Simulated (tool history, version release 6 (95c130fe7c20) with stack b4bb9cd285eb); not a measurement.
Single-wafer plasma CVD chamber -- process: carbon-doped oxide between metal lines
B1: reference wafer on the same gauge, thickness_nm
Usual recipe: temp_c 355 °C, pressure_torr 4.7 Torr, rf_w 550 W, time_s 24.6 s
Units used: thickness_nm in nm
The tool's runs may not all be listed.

{"run": 1, "day": 0.0, "temp_c": 355, "pressure_torr": 4.7, "rf_w": 550, "time_s": 24.6, "B1": 114.122, "thickness_nm": 131.306}
{"run": 2, "day": 2.475, "temp_c": 355, "pressure_torr": 4.7, "rf_w": 550, "time_s": 26, "B1": 114.258, "thickness_nm": 138.326}
{"run": 3, "day": 5.354, "temp_c": 355, "pressure_torr": 4.7, "rf_w": 550, "time_s": 26, "B1": 114.123, "thickness_nm": 139.306}
{"run": 4, "day": 6.521, "temp_c": 355, "pressure_torr": 4.7, "rf_w": 550, "time_s": 24.6, "B1": 114.039, "thickness_nm": 131.44}
{"run": 5, "day": 8.112, "temp_c": 355, "pressure_torr": 4.36, "rf_w": 550, "time_s": 26.5, "B1": 113.604, "thickness_nm": 141.241}
{"run": 6, "day": 10.879, "temp_c": 365, "pressure_torr": 4.7, "rf_w": 580, "time_s": 24.6, "B1": 113.84, "thickness_nm": 134.253}
{"day": 11.579, "done": "showerhead replaced"}
{"run": 7, "day": 12.925, "temp_c": 355, "pressure_torr": 4.7, "rf_w": 550, "time_s": 24.6, "B1": 113.951, "thickness_nm": 130.804}
{"run": 8, "day": 14.329, "temp_c": 345, "pressure_torr": 4.7, "rf_w": 550, "time_s": 24.6, "B1": 114.006, "thickness_nm": 136.001}
{"run": 9, "day": 16.404, "temp_c": 369, "pressure_torr": 4.7, "rf_w": 480, "time_s": 28.7, "B1": 114.143, "thickness_nm": 131.199}
{"day": 17.321, "done": "RF generator calibrated"}
{"run": 10, "day": 18.367, "temp_c": 355, "pressure_torr": 4.7, "rf_w": 550, "time_s": 24.6, "B1": 114.101, "thickness_nm": 132.284}
{"run": 11, "day": 19.938, "temp_c": 355, "pressure_torr": 4.7, "rf_w": 510, "time_s": 24.6, "B1": 113.859, "thickness_nm": 123.787}
{"day": 20.354, "done": "capacitance manometer re-zeroed and calibrated"}
{"run": 12, "day": 21.046, "temp_c": 362, "pressure_torr": 5.7, "rf_w": 550, "time_s": 24.6, "B1": 113.806, "thickness_nm": 131.103}
{"run": 13, "day": 22.204, "temp_c": 355, "pressure_torr": 4.7, "rf_w": 520, "time_s": 24.6, "B1": 114.02, "thickness_nm": 126.131}
{"run": 14, "day": 25.108, "temp_c": 355, "pressure_torr": 4.7, "rf_w": 550, "time_s": 24.6, "B1": 114.044, "thickness_nm": 131.346}
{"run": 15, "day": 27.496, "temp_c": 355, "pressure_torr": 4.2, "rf_w": 550, "time_s": 24.6, "B1": 113.918, "thickness_nm": 129.909}
{"run": 16, "day": 28.879, "temp_c": 355, "pressure_torr": 4.7, "rf_w": 550, "time_s": 20.4, "B1": 113.933, "thickness_nm": 111.03}
{"day": 29.942, "done": "thermocouple changed; heater temperature recalibrated"}
{"run": 17, "day": 30.575, "temp_c": 350, "pressure_torr": 4.38, "rf_w": 595, "time_s": 20.9, "B1": 114.008, "thickness_nm": 119.885}
{"run": 18, "day": 31.633, "temp_c": 355, "pressure_torr": 4.7, "rf_w": 550, "time_s": 24.6, "B1": 114.042, "thickness_nm": 132.619}
{"run": 19, "day": 34.629, "temp_c": 345, "pressure_torr": 4.7, "rf_w": 550, "time_s": 24.6, "B1": 114.083, "thickness_nm": 135.08}
{"run": 20, "day": 36.033, "temp_c": 355, "pressure_torr": 4.7, "rf_w": 550, "time_s": 24.6, "B1": 114.174, "thickness_nm": 131.61}
{"run": 21, "day": 38.262, "temp_c": 355, "pressure_torr": 4.7, "rf_w": 590, "time_s": 20.9, "B1": 114.058, "thickness_nm": 118.725}
{"run": 22, "day": 39.504, "temp_c": 350, "pressure_torr": 4.7, "rf_w": 550, "time_s": 24.6, "B1": 114.087, "thickness_nm": 134.237}
{"run": 23, "day": 42.342, "temp_c": 355, "pressure_torr": 4.7, "rf_w": 550, "time_s": 24.6, "B1": 114.22, "thickness_nm": 131.831}
{"run": 24, "day": 44.096, "temp_c": 365, "pressure_torr": 4.14, "rf_w": 610, "time_s": 28, "B1": 114.021, "thickness_nm": 157.326}
{"run": 25, "day": 45.992, "temp_c": 355, "pressure_torr": 3.7, "rf_w": 600, "time_s": 27.5, "B1": 114.048, "thickness_nm": 154.571}
{"run": 26, "day": 48.867, "temp_c": 355, "pressure_torr": 5.01, "rf_w": 600, "time_s": 24.6, "B1": 114.094, "thickness_nm": 140.485}
{"run": 27, "day": 50.038, "temp_c": 355, "pressure_torr": 5.06, "rf_w": 550, "time_s": 24.6, "B1": 113.919, "thickness_nm": 133.345}

Alternative continuations, all from the tool just after run 27; predict every row:
{"run": "A", "day": 50.054, "temp_c": 349, "pressure_torr": 4.7, "rf_w": 550, "time_s": 24.6, "B1": "?", "thickness_nm": "?"}
{"run": "B", "day": 50.054, "temp_c": 344, "pressure_torr": 5.55, "rf_w": 650, "time_s": 23.3, "B1": "?", "thickness_nm": "?"}
{"run": "C", "day": 50.054, "temp_c": 361, "pressure_torr": 4.7, "rf_w": 550, "time_s": 24.6, "B1": "?", "thickness_nm": "?"}
{"run": "D", "day": 50.054, "temp_c": 355, "pressure_torr": 4.7, "rf_w": 645, "time_s": 24.6, "B1": "?", "thickness_nm": "?"}
{"run": "E", "day": 50.054, "temp_c": 366, "pressure_torr": 4.7, "rf_w": 490, "time_s": 24.6, "B1": "?", "thickness_nm": "?"}

run=A B1=113.749 thickness_nm=134.926
run=B B1=113.749 thickness_nm=150.547
run=C B1=113.749 thickness_nm=130.372
run=D B1=113.749 thickness_nm=149.996
run=E B1=113.749 thickness_nm=116.815
Stripped of hidden state, with their random variation kept, the same runs would have yielded:
run=A thickness_nm=134.926
run=B thickness_nm=150.547
run=C thickness_nm=130.372
run=D thickness_nm=149.996
run=E thickness_nm=116.815
